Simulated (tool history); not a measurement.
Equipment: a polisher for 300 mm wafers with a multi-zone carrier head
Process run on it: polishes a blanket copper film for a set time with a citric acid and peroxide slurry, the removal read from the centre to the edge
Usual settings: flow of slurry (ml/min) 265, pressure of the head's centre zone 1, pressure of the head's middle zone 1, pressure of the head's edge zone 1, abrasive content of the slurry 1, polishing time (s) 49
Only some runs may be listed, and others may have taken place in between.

run,day,flow of slurry (ml/min),pressure of the head's centre zone,pressure of the head's middle zone,pressure of the head's edge zone,abrasive content of the slurry,polishing time (s),wafers since the last listed run,wafers polished on this pad,hours since the slurry nozzle was cleaned,hours since the centre zone pressure was calibrated,hours since the edge zone pressure was calibrated,hours since the carrier head's membrane was replaced,"incoming thickness of the incoming film, nm",film removed at the wafer's centre (nm),film removed at mid-radius (nm),film removed at the wafer's edge (nm)
1,0,265,1,1,1,1,43,0,246,216.6,37.8,591.6,523.2,1204.6,61.9,63.5,64.1
2,1.346,265,1,1,1,1,43,217,463,248.9,70.1,623.9,555.5,1203.8,62.7,62.8,62.8
# day 2.188: carrier head's membrane replaced by a new one
3,3.571,265,1,1,1,1,43,325,789,302.3,123.5,677.3,33.2,1184,62,62.6,62.7
# day 5.025: worn pad replaced by a new one
4,5.875,265,1,1,1,1.15,49,345,137,357.6,178.8,732.6,88.5,1211.3,73.3,75.9,74.5
5,7.642,265,1,1,1,1.15,49,285,422,400,221.2,775,130.9,1193.5,72.9,74.7,74.7
6,10.204,265,1,1,1,1,49,413,836,461.5,282.7,836.5,192.4,1174.7,68.6,68.8,71.2
# day 10.583: slurry nozzle cleaned
# day 11.471: worn pad replaced by a new one
7,12.229,265,1,1,1,1,49,293,122,39.5,331.3,885.1,241,1193.6,71.9,74,73.3
8,14.475,265,1,1,1,1,49,362,485,93.4,385.2,939,294.9,1164.7,72.2,72.8,72.9
9,16.596,265,1,1,1,1,49,342,827,144.3,436.1,989.9,345.8,1164.1,71.7,73.1,73
# day 17.529: edge zone pressure recalibrated
10,17.796,265,1,1,1,0.9,49,180,1008,173.1,464.9,6.4,374.6,1175.1,68.1,70.2,69.9
# day 18.708: worn pad replaced by a new one
# day 18.846: centre zone pressure recalibrated
11,20.483,265,1,1,1,1,63,393,273,237.6,39.3,70.9,439.1,1183.5,90.7,93.4,94.3
12,23.15,265,1,1,0.93,1,49,430,703,301.6,103.3,134.9,503.1,1189.1,70.8,72.3,70.3
13,24.321,265,1,1,1,1,49,189,892,329.7,131.4,163,531.2,1203.1,70.2,71.6,71.2
# day 25.258: worn pad replaced by a new one
14,26.254,225,1,1,1,1.1,49,285,160,376.1,177.8,209.4,577.6,1192.2,70.2,71.9,72
# day 26.717: carrier head's membrane replaced by a new one
15,28.196,265,1,1,0.94,1,61,279,440,422.7,224.4,256,35.5,1198.8,86.1,89.1,86
16,30.808,240,1,1,1,0.9,49,421,862,485.4,287.1,318.7,98.2,1204.1,64.4,66.3,68.5
# day 32.704: slurry nozzle cleaned
# day 33.154: worn pad replaced by a new one
17,33.296,265,1.05,1,0.96,1.2,49,368,22,14.2,346.8,378.4,157.9,1176.8,80.5,80.6,77.8
18,34.821,265,1,1,1,1,49,246,269,50.8,383.4,415,194.5,1187.8,72.5,72.9,73.6

Exercise: give the hidden state of the tool at every run:
removal rate lost through wear of the pad, %: 0 across all the runs
deviation of the centre zone's pressure from its setpoint, %: 0 across all the runs
deviation of the edge zone's pressure from its setpoint, %: 0 across all the runs
H1: slurry flow missing at the pad, %
run,H1
1,17.7
2,19.7
3,23.1
4,26.6
5,29.3
6,33.2
7,3.2
8,6.61
9,9.83
10,11.7
11,15.7
12,19.8
13,21.6
14,24.5
15,27.5
16,31.4
17,5.55
18,7.87

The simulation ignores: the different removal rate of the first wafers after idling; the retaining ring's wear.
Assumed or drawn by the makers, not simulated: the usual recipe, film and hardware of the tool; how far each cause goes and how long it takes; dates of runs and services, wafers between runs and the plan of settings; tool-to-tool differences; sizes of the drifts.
